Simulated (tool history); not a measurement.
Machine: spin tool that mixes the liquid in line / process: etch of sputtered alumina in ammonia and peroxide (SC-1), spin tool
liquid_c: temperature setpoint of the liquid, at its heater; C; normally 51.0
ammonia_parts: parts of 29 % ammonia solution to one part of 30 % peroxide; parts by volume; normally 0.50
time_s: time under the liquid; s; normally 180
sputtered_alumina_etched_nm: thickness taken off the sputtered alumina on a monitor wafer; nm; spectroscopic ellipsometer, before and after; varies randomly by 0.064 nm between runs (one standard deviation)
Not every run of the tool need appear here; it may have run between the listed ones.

| run | hour | liquid_c | ammonia_parts | time_s | read-back film thickness of the sputtered alumina reference wafer, read on the same gauge (nm) | sputtered_alumina_etched_nm |
|---|---|---|---|---|---|---|
| 1 | 0.0 | 45.5 | 0.55 | 180 | 90.02 | 4.17 |
| 2 | 10.9 | 51.0 | 0.50 | 235 | 90.04 | 7.44 |
|  | 12.4 | gauge calibrated |
| 3 | 20.3 | 51.0 | 0.50 | 235 | 90.00 | 7.42 |
| 4 | 27.4 | 51.0 | 0.50 | 235 | 90.02 | 7.34 |
| 5 | 33.8 | 51.0 | 0.50 | 180 | 90.02 | 5.66 |
| 6 | 40.8 | 51.0 | 0.50 | 180 | 90.00 | 5.62 |
|  | 55.2 | thermometer replaced |
| 7 | 56.6 | 48.5 | 0.65 | 85 | 89.99 | 2.77 |
| 8 | 65.6 | 51.0 | 0.50 | 120 | 89.99 | 4.25 |
| 9 | 81.0 | 51.0 | 0.35 | 180 | 90.01 | 6.28 |
| 10 | 96.0 | 51.0 | 0.25 | 95 | 89.98 | 3.18 |
| 11 | 111.2 | 51.0 | 0.50 | 245 | 90.00 | 8.80 |
|  | 114.4 | ammonia flow meter replaced |
| 12 | 122.8 | 51.0 | 0.70 | 180 | 90.00 | 6.65 |
| 13 | 137.8 | 54.0 | 0.65 | 180 | 89.98 | 7.80 |
| 14 | 153.0 | 57.0 | 0.30 | 180 | 89.98 | 8.50 |
| 15 | 161.5 | 44.0 | 0.50 | 180 | 90.00 | 4.27 |
|  | 173.1 | heated supply line repaired |
| 16 | 173.7 | 60.5 | 0.45 | 180 | 89.98 | 11.34 |
| 17 | 186.1 | 51.0 | 0.50 | 180 | 90.03 | 6.94 |
| 18 | 200.6 | 60.5 | 0.30 | 255 | 90.00 | 15.38 |
| 19 | 211.2 | 51.0 | 0.50 | 180 | 90.00 | 6.88 |
| 20 | 228.4 | 51.0 | 0.50 | 245 | 89.98 | 9.33 |
| 21 | 239.0 | 45.5 | 0.40 | 105 | 89.98 | 2.89 |
| 22 | 256.1 | 48.0 | 0.50 | 180 | 90.00 | 5.83 |
| 23 | 269.7 | 45.5 | 0.50 | 180 | 90.01 | 4.93 |
|  | 276.4 | gauge calibrated |
| 24 | 280.1 | 51.0 | 0.50 | 120 | 90.00 | 4.49 |

5 options for the next run, each taken on its own from the tool as it stands now. Forecast them:
| A | 280.6 | 51.0 | 0.50 | 80 | ? | ? |
| B | 280.6 | 43.0 | 0.75 | 180 | ? | ? |
| C | 280.6 | 51.0 | 0.50 | 285 | ? | ? |
| D | 280.6 | 47.0 | 0.35 | 80 | ? | ? |
| E | 280.6 | 51.0 | 0.50 | 140 | ? | ? |

| run | read-back film thickness of the sputtered alumina reference wafer, read on the same gauge (nm) | sputtered_alumina_etched_nm |
|---|---|---|
| A | 90.05 | 2.99 |
| B | 90.05 | 4.44 |
| C | 90.05 | 10.64 |
| D | 90.05 | 2.31 |
| E | 90.05 | 5.23 |
Without the tool's unlogged condition, the same runs would have read:
| run | sputtered_alumina_etched_nm |
|---|---|
| A | 3.16 |
| B | 4.72 |
| C | 11.27 |
| D | 2.45 |
| E | 5.54 |

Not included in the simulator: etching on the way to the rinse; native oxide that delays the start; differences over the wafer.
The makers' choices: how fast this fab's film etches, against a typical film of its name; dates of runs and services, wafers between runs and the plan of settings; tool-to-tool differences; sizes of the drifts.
